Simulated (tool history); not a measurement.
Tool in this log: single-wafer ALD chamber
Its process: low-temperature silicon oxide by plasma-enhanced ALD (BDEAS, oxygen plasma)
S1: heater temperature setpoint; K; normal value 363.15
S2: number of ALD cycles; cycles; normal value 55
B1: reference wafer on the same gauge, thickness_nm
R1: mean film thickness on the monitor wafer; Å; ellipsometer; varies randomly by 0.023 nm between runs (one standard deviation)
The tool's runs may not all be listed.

{"run": 1, "hour": 0.0, "S1": 371.15, "S2": 55, "B1": 7.586, "R1": 77.07}
{"run": 2, "hour": 57.1, "S1": 367.15, "S2": 55, "B1": 7.598, "R1": 77.72}
{"run": 3, "hour": 133.9, "S1": 355.15, "S2": 58, "B1": 7.599, "R1": 85.72}
{"run": 4, "hour": 173.0, "S1": 355.15, "S2": 58, "B1": 7.588, "R1": 85.72}
{"run": 5, "hour": 224.7, "S1": 355.15, "S2": 58, "B1": 7.589, "R1": 85.85}
{"run": 6, "hour": 286.6, "S1": 363.15, "S2": 55, "B1": 7.59, "R1": 78.65}
{"run": 7, "hour": 347.3, "S1": 363.15, "S2": 55, "B1": 7.59, "R1": 78.5}
{"run": 8, "hour": 405.6, "S1": 363.15, "S2": 61, "B1": 7.584, "R1": 86.91}
{"run": 9, "hour": 444.4, "S1": 363.15, "S2": 61, "B1": 7.586, "R1": 87.11}
{"run": 10, "hour": 546.9, "S1": 363.15, "S2": 61, "B1": 7.585, "R1": 86.97}
{"hour": 554.0, "done": "gauge calibrated"}
{"run": 11, "hour": 597.0, "S1": 363.15, "S2": 55, "B1": 7.595, "R1": 78.93}
{"run": 12, "hour": 703.0, "S1": 363.15, "S2": 55, "B1": 7.601, "R1": 78.65}
{"run": 13, "hour": 770.6, "S1": 367.15, "S2": 51, "B1": 7.586, "R1": 71.76}
{"run": 14, "hour": 815.3, "S1": 353.15, "S2": 45, "B1": 7.589, "R1": 66.92}
{"run": 15, "hour": 853.3, "S1": 377.15, "S2": 63, "B1": 7.592, "R1": 87.28}
{"run": 16, "hour": 891.9, "S1": 363.15, "S2": 55, "B1": 7.596, "R1": 79.01}
{"hour": 927.4, "done": "thermocouple changed; heater temperature recalibrated"}
{"run": 17, "hour": 949.0, "S1": 363.15, "S2": 55, "B1": 7.591, "R1": 80.29}
{"run": 18, "hour": 1050.4, "S1": 369.15, "S2": 65, "B1": 7.592, "R1": 92.43}
{"run": 19, "hour": 1094.1, "S1": 367.15, "S2": 47, "B1": 7.591, "R1": 67.51}
{"run": 20, "hour": 1197.8, "S1": 350.15, "S2": 59, "B1": 7.585, "R1": 90.11}
{"run": 21, "hour": 1247.3, "S1": 363.15, "S2": 55, "B1": 7.594, "R1": 80.16}
{"run": 22, "hour": 1311.6, "S1": 358.15, "S2": 45, "B1": 7.594, "R1": 66.41}
{"hour": 1389.4, "done": "gauge calibrated"}
{"run": 23, "hour": 1390.6, "S1": 376.15, "S2": 50, "B1": 7.592, "R1": 69.51}
{"run": 24, "hour": 1473.2, "S1": 350.15, "S2": 65, "B1": 7.588, "R1": 98.69}

Here are 4 independent what-if runs from the current tool condition. What would each one return?
{"run": "A", "hour": 1473.7, "S1": 363.15, "S2": 58, "B1": "?", "R1": "?"}
{"run": "B", "hour": 1473.7, "S1": 369.15, "S2": 45, "B1": "?", "R1": "?"}
{"run": "C", "hour": 1473.7, "S1": 359.15, "S2": 60, "B1": "?", "R1": "?"}
{"run": "D", "hour": 1473.7, "S1": 372.15, "S2": 63, "B1": "?", "R1": "?"}

run=A B1=7.591 R1=83.85
run=B B1=7.591 R1=63.57
run=C B1=7.591 R1=88.14
run=D B1=7.591 R1=88.45
Without the tool's unlogged condition, the same runs would have read:
run=A R1=85.02
run=B R1=64.39
run=C R1=89.35
run=D R1=89.09
